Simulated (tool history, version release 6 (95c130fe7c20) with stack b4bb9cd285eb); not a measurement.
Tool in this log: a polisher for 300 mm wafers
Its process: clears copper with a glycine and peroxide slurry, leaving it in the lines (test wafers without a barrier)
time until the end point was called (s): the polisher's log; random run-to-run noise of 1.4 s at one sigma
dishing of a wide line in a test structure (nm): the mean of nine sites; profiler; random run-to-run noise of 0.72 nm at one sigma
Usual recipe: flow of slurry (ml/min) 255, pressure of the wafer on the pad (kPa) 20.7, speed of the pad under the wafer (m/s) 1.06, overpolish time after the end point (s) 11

| run | hour | flow of slurry (ml/min) | pressure of the wafer on the pad (kPa) | speed of the pad under the wafer (m/s) | overpolish time after the end point (s) | wafers since the last listed run | wafers polished on this pad | hours since the slurry nozzle was cleaned | hours since the head pressure was calibrated | incoming thickness of the incoming film, nm | time until the end point was called (s) | dishing of a wide line in a test structure (nm) |
|---|---|---|---|---|---|---|---|---|---|---|---|---|
| 1 | 0.0 | 255 | 20.7 | 0.86 | 11 | 0 | 301 | 566.5 | 863.8 | 668.9 | 145.6 | 26.5 |
| 2 | 23.9 | 255 | 20.7 | 0.86 | 11 | 162 | 464 | 590.4 | 887.7 | 671.1 | 152.8 | 23.5 |
| 3 | 64.8 | 255 | 20.7 | 0.86 | 11 | 278 | 743 | 631.3 | 928.6 | 656.3 | 149.8 | 25.1 |
| 4 | 98.2 | 255 | 20.7 | 1.06 | 11 | 227 | 970 | 664.7 | 962.0 | 654.0 | 126.5 | 27.6 |
|  | 102.5 | worn pad replaced by a new one |
| 5 | 116.9 | 225 | 20.7 | 1.06 | 11 | 100 | 98 | 683.4 | 980.7 | 653.1 | 118.7 | 27.6 |
| 6 | 215.0 | 225 | 20.7 | 1.06 | 11 | 668 | 767 | 781.5 | 1078.8 | 662.6 | 128.8 | 25.1 |
| 7 | 234.7 | 255 | 20.7 | 1.06 | 15 | 134 | 901 | 801.2 | 1098.5 | 665.1 | 132.1 | 31.5 |
| 8 | 249.2 | 255 | 20.7 | 1.06 | 15 | 98 | 1000 | 815.7 | 1113.0 | 675.2 | 134.0 | 31.2 |
| 9 | 276.1 | 255 | 20.7 | 1.06 | 15 | 183 | 1183 | 842.6 | 1139.9 | 651.1 | 128.8 | 31.8 |
|  | 284.7 | worn pad replaced by a new one |
| 10 | 292.1 | 255 | 20.7 | 1.06 | 16 | 81 | 50 | 858.6 | 1155.9 | 664.1 | 119.1 | 35.5 |
|  | 322.6 | slurry nozzle cleaned |
| 11 | 323.1 | 255 | 20.7 | 1.26 | 11 | 204 | 254 | 0.5 | 1186.9 | 661.2 | 99.4 | 31.4 |
| 12 | 341.9 | 255 | 20.7 | 0.82 | 11 | 128 | 382 | 19.3 | 1205.7 | 665.8 | 147.7 | 26.0 |
| 13 | 356.2 | 255 | 20.7 | 0.82 | 11 | 97 | 480 | 33.6 | 1220.0 | 668.0 | 153.3 | 24.1 |
| 14 | 390.7 | 255 | 20.7 | 1.06 | 11 | 235 | 715 | 68.1 | 1254.5 | 660.2 | 120.1 | 27.4 |
|  | 414.8 | head pressure recalibrated |
| 15 | 459.5 | 305 | 20.7 | 1.06 | 11 | 455 | 1170 | 136.9 | 44.7 | 670.1 | 122.6 | 28.2 |
|  | 468.3 | worn pad replaced by a new one |
| 16 | 474.9 | 305 | 20.7 | 1.06 | 13 | 77 | 45 | 152.3 | 60.1 | 667.2 | 113.3 | 32.1 |
| 17 | 487.3 | 310 | 20.7 | 1.06 | 11 | 84 | 129 | 164.7 | 72.5 | 672.6 | 113.6 | 29.3 |
| 18 | 517.0 | 255 | 15.9 | 1.42 | 11 | 202 | 332 | 194.4 | 102.2 | 676.2 | 119.7 | 28.0 |
| 19 | 537.0 | 200 | 15.9 | 0.82 | 14 | 136 | 468 | 214.4 | 122.2 | 663.7 | 194.5 | 24.2 |
| 20 | 557.1 | 255 | 20.7 | 1.06 | 11 | 137 | 605 | 234.5 | 142.3 | 669.2 | 123.2 | 27.3 |
| 21 | 569.8 | 305 | 17.9 | 1.06 | 11 | 86 | 692 | 247.2 | 155.0 | 666.3 | 134.9 | 25.2 |
| 22 | 605.2 | 255 | 22.8 | 1.32 | 9 | 241 | 933 | 282.6 | 190.4 | 668.8 | 96.5 | 28.0 |
| 23 | 624.4 | 255 | 20.7 | 1.06 | 11 | 130 | 1064 | 301.8 | 209.6 | 673.2 | 126.2 | 28.3 |
|  | 642.6 | worn pad replaced by a new one |
| 24 | 643.1 | 165 | 22.8 | 0.90 | 16 | 100 | 3 | 320.5 | 228.3 | 653.0 | 126.3 | 35.0 |
| 25 | 673.5 | 315 | 25.5 | 1.06 | 11 | 207 | 210 | 350.9 | 258.7 | 662.0 | 96.6 | 32.2 |
| 26 | 686.0 | 210 | 26.2 | 0.90 | 14 | 85 | 296 | 363.4 | 271.2 | 677.8 | 118.3 | 33.4 |
| 27 | 709.8 | 230 | 17.2 | 1.06 | 11 | 162 | 458 | 387.2 | 295.0 | 673.8 | 148.2 | 24.5 |
| 28 | 744.0 | 255 | 20.7 | 1.06 | 11 | 233 | 691 | 421.4 | 329.2 | 666.1 | 125.8 | 28.0 |
| 29 | 776.1 | 255 | 20.7 | 1.06 | 11 | 218 | 910 | 453.5 | 361.3 | 657.9 | 126.0 | 27.8 |
|  | 788.4 | worn pad replaced by a new one |
| 30 | 803.8 | 255 | 20.7 | 1.26 | 11 | 161 | 104 | 481.2 | 389.0 | 655.3 | 100.5 | 31.7 |
| 31 | 829.3 | 180 | 26.9 | 1.06 | 11 | 173 | 278 | 506.7 | 414.5 | 658.5 | 99.9 | 30.5 |

What if the next run were any one of these 5? Each begins from the tool's condition after run 31:
| A | 829.8 | 255 | 20.7 | 1.06 | 11 | 3 | 281 | 507.2 | 415.0 | 659.4 | ? | ? |
| B | 829.8 | 255 | 26.2 | 1.06 | 11 | 3 | 281 | 507.2 | 415.0 | 659.4 | ? | ? |
| C | 829.8 | 280 | 23.4 | 1.20 | 9 | 3 | 281 | 507.2 | 415.0 | 659.4 | ? | ? |
| D | 829.8 | 255 | 16.5 | 1.06 | 11 | 3 | 281 | 507.2 | 415.0 | 659.4 | ? | ? |
| E | 829.8 | 255 | 20.7 | 0.84 | 11 | 3 | 281 | 507.2 | 415.0 | 659.4 | ? | ? |

| run | time until the end point was called (s) | dishing of a wide line in a test structure (nm) |
|---|---|---|
| A | 118.1 | 27.8 |
| B | 96.4 | 31.5 |
| C | 94.4 | 28.1 |
| D | 142.0 | 24.5 |
| E | 143.1 | 24.7 |
With the hidden condition removed and each run's random variation left untouched, the same runs would have given:
| run | time until the end point was called (s) | dishing of a wide line in a test structure (nm) |
|---|---|---|
| A | 108.4 | 29.2 |
| B | 88.5 | 32.9 |
| C | 86.8 | 29.6 |
| D | 130.3 | 25.9 |
| E | 131.3 | 26.2 |
